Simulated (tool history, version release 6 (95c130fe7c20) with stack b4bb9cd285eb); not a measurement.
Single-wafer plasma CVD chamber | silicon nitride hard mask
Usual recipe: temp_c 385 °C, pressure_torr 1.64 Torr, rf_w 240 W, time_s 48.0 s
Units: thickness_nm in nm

run,hour,temp_c,pressure_torr,rf_w,time_s,wafers since the last listed run,hours since the last thermocouple change,hours since the last RF generator calibration,hours since the last manometer calibration,hours since the showerhead was replaced,hours since the gauge calibration,"read-back reference wafer on the same gauge, thickness_nm",thickness_nm
1,0.0,377,1.64,240,48.0,0,1455.9,1117.9,1439.0,45.7,833.4,46.912,44.537
2,34.3,385,1.94,240,48.0,815,1490.2,1152.2,1473.3,80.0,867.7,46.735,46.310
3,66.9,385,1.54,240,48.0,774,1522.8,1184.8,1505.9,112.6,900.3,46.650,43.871
4,94.4,385,1.54,240,48.0,653,1550.3,1212.3,1533.4,140.1,927.8,46.575,43.689
5,118.0,400,2.03,195,55.9,560,1573.9,1235.9,1557.0,163.7,951.4,46.612,46.788
6,136.0,385,1.33,205,40.9,427,1591.9,1253.9,1575.0,181.7,969.4,46.490,32.264
# hour 158.0: gauge calibrated
# hour 164.4: thermocouple changed; heater temperature recalibrated
7,164.9,385,1.83,260,52.9,496,0.5,1282.8,1603.9,210.6,6.9,47.705,54.227
8,185.4,381,1.64,225,48.0,487,21.0,1303.3,1624.4,231.1,27.4,47.682,43.747
9,213.5,385,1.30,240,51.7,667,49.1,1331.4,1652.5,259.2,55.5,47.622,46.015
10,230.7,377,1.78,260,48.0,408,66.3,1348.6,1669.7,276.4,72.7,47.655,48.625
# hour 238.9: RF generator calibrated
11,250.6,385,1.97,240,48.0,282,86.2,11.7,1689.6,296.3,92.6,47.658,47.513
12,266.4,385,1.64,240,48.0,375,102.0,27.5,1705.4,312.1,108.4,47.663,45.312
13,301.3,385,1.32,240,52.2,829,136.9,62.4,1740.3,347.0,143.3,47.661,46.750
14,315.3,394,1.64,215,48.0,332,150.9,76.4,1754.3,361.0,157.3,47.577,41.724
15,331.5,385,1.43,265,48.0,385,167.1,92.6,1770.5,377.2,173.5,47.639,46.551
# hour 360.2: capacitance manometer re-zeroed and calibrated
16,365.5,400,1.64,205,42.2,618,201.1,126.6,5.3,411.2,207.5,47.608,35.877
17,394.2,380,1.89,195,42.7,682,229.8,155.3,34.0,439.9,236.2,47.638,36.241
18,413.0,385,1.64,240,53.3,446,248.6,174.1,52.8,458.7,255.0,47.656,50.227
19,437.3,385,1.64,265,48.0,577,272.9,198.4,77.1,483.0,279.3,47.501,48.054
20,470.9,385,1.64,240,48.0,798,306.5,232.0,110.7,516.6,312.9,47.448,45.238
21,502.5,381,2.03,205,41.9,751,338.1,263.6,142.3,548.2,344.5,47.455,37.349
22,519.3,400,1.92,195,41.4,399,354.9,280.4,159.1,565.0,361.3,47.483,34.718
23,555.3,385,1.64,240,48.0,855,390.9,316.4,195.1,601.0,397.3,47.407,44.968
24,591.3,392,1.64,205,48.0,855,426.9,352.4,231.1,637.0,433.3,47.342,40.608
25,624.8,385,1.64,240,48.0,796,460.4,385.9,264.6,670.5,466.8,47.318,45.001
26,656.6,375,1.64,240,48.0,755,492.2,417.7,296.4,702.3,498.6,47.311,45.416
27,684.9,375,1.49,200,43.2,672,520.5,446.0,324.7,730.6,526.9,47.195,35.134
28,704.7,385,1.64,240,48.0,470,540.3,465.8,344.5,750.4,546.7,47.190,45.084

Across each entry between runs, compare the hidden state at the last listed run before it with the hidden state at the first listed run after it:
Runs 6 to 7: gauge calibrated (hour 158.0); thermocouple changed; heater temperature recalibrated (hour 164.4)
  gauge reads high (%): -2.54 -> -0.112
  the result without the hidden state subtracted from the measured one, thickness_nm: -0.840 -> -0.061 nm
Runs 10 to 11: RF generator calibrated (hour 238.9)
  gauge reads high (%): -0.128 -> -0.138
  the result without the hidden state subtracted from the measured one, thickness_nm: -0.062 -> -0.065 nm
Runs 15 to 16: capacitance manometer re-zeroed and calibrated (hour 360.2)
  gauge reads high (%): -0.204 -> -0.243
  the result without the hidden state subtracted from the measured one, thickness_nm: -0.095 -> -0.088 nm
